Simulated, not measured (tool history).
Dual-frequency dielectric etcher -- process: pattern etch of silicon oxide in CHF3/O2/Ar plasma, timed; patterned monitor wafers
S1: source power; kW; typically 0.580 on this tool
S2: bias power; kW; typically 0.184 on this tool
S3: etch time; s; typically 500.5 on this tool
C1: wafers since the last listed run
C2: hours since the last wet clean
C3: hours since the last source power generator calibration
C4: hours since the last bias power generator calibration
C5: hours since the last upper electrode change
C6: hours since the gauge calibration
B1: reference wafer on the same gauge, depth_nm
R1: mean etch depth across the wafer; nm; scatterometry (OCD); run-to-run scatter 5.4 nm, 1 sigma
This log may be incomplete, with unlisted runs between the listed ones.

| run | hour | S1 | S2 | S3 | C1 | C2 | C3 | C4 | C5 | C6 | B1 | R1 |
|---|---|---|---|---|---|---|---|---|---|---|---|---|
| 1 | 0.0 | 0.630 | 0.184 | 500.5 | 0 | 166.4 | 672.5 | 1190.1 | 2191.2 | 46.3 | 848.8 | 1092.5 |
| 2 | 24.4 | 0.630 | 0.184 | 500.5 | 82 | 190.8 | 696.9 | 1214.5 | 2215.6 | 70.7 | 848.7 | 1111.2 |
| 3 | 62.5 | 0.580 | 0.184 | 500.5 | 129 | 228.9 | 735.0 | 1252.6 | 2253.7 | 108.8 | 848.8 | 1064.0 |
| 4 | 98.8 | 0.580 | 0.184 | 500.5 | 123 | 265.2 | 771.3 | 1288.9 | 2290.0 | 145.1 | 849.4 | 1057.3 |
| 5 | 164.2 | 0.580 | 0.161 | 500.5 | 222 | 330.6 | 836.7 | 1354.3 | 2355.4 | 210.5 | 849.7 | 1030.3 |
| 6 | 220.4 | 0.580 | 0.161 | 500.5 | 190 | 386.8 | 892.9 | 1410.5 | 2411.6 | 266.7 | 850.7 | 1037.1 |
|  | 252.4 | wet clean of the chamber |
| 7 | 416.7 | 0.580 | 0.184 | 500.5 | 585 | 164.3 | 1089.2 | 1606.8 | 2607.9 | 463.0 | 849.8 | 1057.5 |
| 8 | 499.8 | 0.580 | 0.184 | 500.5 | 282 | 247.4 | 1172.3 | 1689.9 | 2691.0 | 546.1 | 851.5 | 1065.6 |
|  | 531.1 | bias power generator calibrated |
| 9 | 571.3 | 0.580 | 0.184 | 500.5 | 229 | 318.9 | 1243.8 | 40.2 | 2762.5 | 617.6 | 850.2 | 1070.2 |
| 10 | 607.9 | 0.580 | 0.184 | 500.5 | 124 | 355.5 | 1280.4 | 76.8 | 2799.1 | 654.2 | 851.9 | 1052.4 |
|  | 672.0 | wet clean of the chamber |
| 11 | 679.8 | 0.580 | 0.184 | 500.5 | 162 | 7.8 | 1352.3 | 148.7 | 2871.0 | 726.1 | 850.2 | 1072.6 |
| 12 | 732.6 | 0.550 | 0.184 | 500.5 | 179 | 60.6 | 1405.1 | 201.5 | 2923.8 | 778.9 | 851.6 | 1040.4 |
| 13 | 758.2 | 0.580 | 0.184 | 500.5 | 86 | 86.2 | 1430.7 | 227.1 | 2949.4 | 804.5 | 847.3 | 1058.7 |
|  | 758.3 | gauge calibrated |
| 14 | 807.7 | 0.580 | 0.184 | 500.5 | 168 | 135.7 | 1480.2 | 276.6 | 2998.9 | 49.4 | 848.3 | 1063.4 |
| 15 | 854.5 | 0.580 | 0.184 | 500.5 | 159 | 182.5 | 1527.0 | 323.4 | 3045.7 | 96.2 | 849.8 | 1063.1 |
| 16 | 912.8 | 0.580 | 0.184 | 500.5 | 198 | 240.8 | 1585.3 | 381.7 | 3104.0 | 154.5 | 851.5 | 1059.5 |
| 17 | 945.9 | 0.580 | 0.212 | 359.0 | 112 | 273.9 | 1618.4 | 414.8 | 3137.1 | 187.6 | 851.0 | 791.8 |
|  | 1005.2 | wet clean of the chamber |
| 18 | 1005.6 | 0.490 | 0.211 | 445.0 | 121 | 0.4 | 1678.1 | 474.5 | 3196.8 | 247.3 | 849.8 | 910.2 |
|  | 1039.0 | upper electrode replaced |
| 19 | 1039.5 | 0.440 | 0.201 | 500.5 | 33 | 34.3 | 1712.0 | 508.4 | 0.5 | 281.2 | 849.5 | 975.2 |
|  | 1061.3 | source power generator calibrated |
| 20 | 1074.2 | 0.580 | 0.138 | 500.5 | 104 | 69.0 | 12.9 | 543.1 | 35.2 | 315.9 | 851.1 | 955.0 |
| 21 | 1124.2 | 0.580 | 0.184 | 389.5 | 169 | 119.0 | 62.9 | 593.1 | 85.2 | 365.9 | 850.3 | 798.4 |
| 22 | 1169.6 | 0.580 | 0.184 | 500.5 | 154 | 164.4 | 108.3 | 638.5 | 130.6 | 411.3 | 849.0 | 1031.6 |
| 23 | 1266.5 | 0.580 | 0.184 | 500.5 | 329 | 261.3 | 205.2 | 735.4 | 227.5 | 508.2 | 852.2 | 1034.1 |
|  | 1347.1 | wet clean of the chamber |
| 24 | 1347.6 | 0.670 | 0.184 | 449.5 | 194 | 0.5 | 286.3 | 816.5 | 308.6 | 589.3 | 851.8 | 985.9 |
| 25 | 1370.0 | 0.580 | 0.205 | 558.0 | 76 | 22.9 | 308.7 | 838.9 | 331.0 | 611.7 | 850.1 | 1173.4 |
|  | 1401.8 | source power generator calibrated, repeated, since the last time left the tool worse |
| 26 | 1428.6 | 0.710 | 0.184 | 500.5 | 185 | 81.5 | 26.8 | 897.5 | 389.6 | 670.3 | 848.5 | 1144.7 |
| 27 | 1481.3 | 0.580 | 0.184 | 500.5 | 179 | 134.2 | 79.5 | 950.2 | 442.3 | 723.0 | 847.3 | 1053.3 |
| 28 | 1546.8 | 0.580 | 0.184 | 500.5 | 222 | 199.7 | 145.0 | 1015.7 | 507.8 | 788.5 | 849.6 | 1050.6 |
| 29 | 1580.1 | 0.500 | 0.184 | 575.0 | 113 | 233.0 | 178.3 | 1049.0 | 541.1 | 821.8 | 849.4 | 1141.2 |

Results for each run, recomputed without the tool's hidden state and with each run's random variation untouched:
Hidden state present: etch rate over this chamber's usual, %; source power that arrives over what is set, %; bias power that arrives over what is set, %; gauge reads high (%).
| run | R1 |
|---|---|
| 1 | 1080.4 |
| 2 | 1098.7 |
| 3 | 1051.6 |
| 4 | 1044.8 |
| 5 | 1017.5 |
| 6 | 1023.8 |
| 7 | 1042.9 |
| 8 | 1050.6 |
| 9 | 1054.9 |
| 10 | 1037.1 |
| 11 | 1056.8 |
| 12 | 1025.0 |
| 13 | 1042.9 |
| 14 | 1047.5 |
| 15 | 1047.0 |
| 16 | 1043.3 |
| 17 | 779.8 |
| 18 | 896.3 |
| 19 | 960.3 |
| 20 | 981.9 |
| 21 | 819.4 |
| 22 | 1057.3 |
| 23 | 1057.4 |
| 24 | 1006.4 |
| 25 | 1197.1 |
| 26 | 1143.0 |
| 27 | 1050.2 |
| 28 | 1045.8 |
| 29 | 1135.2 |
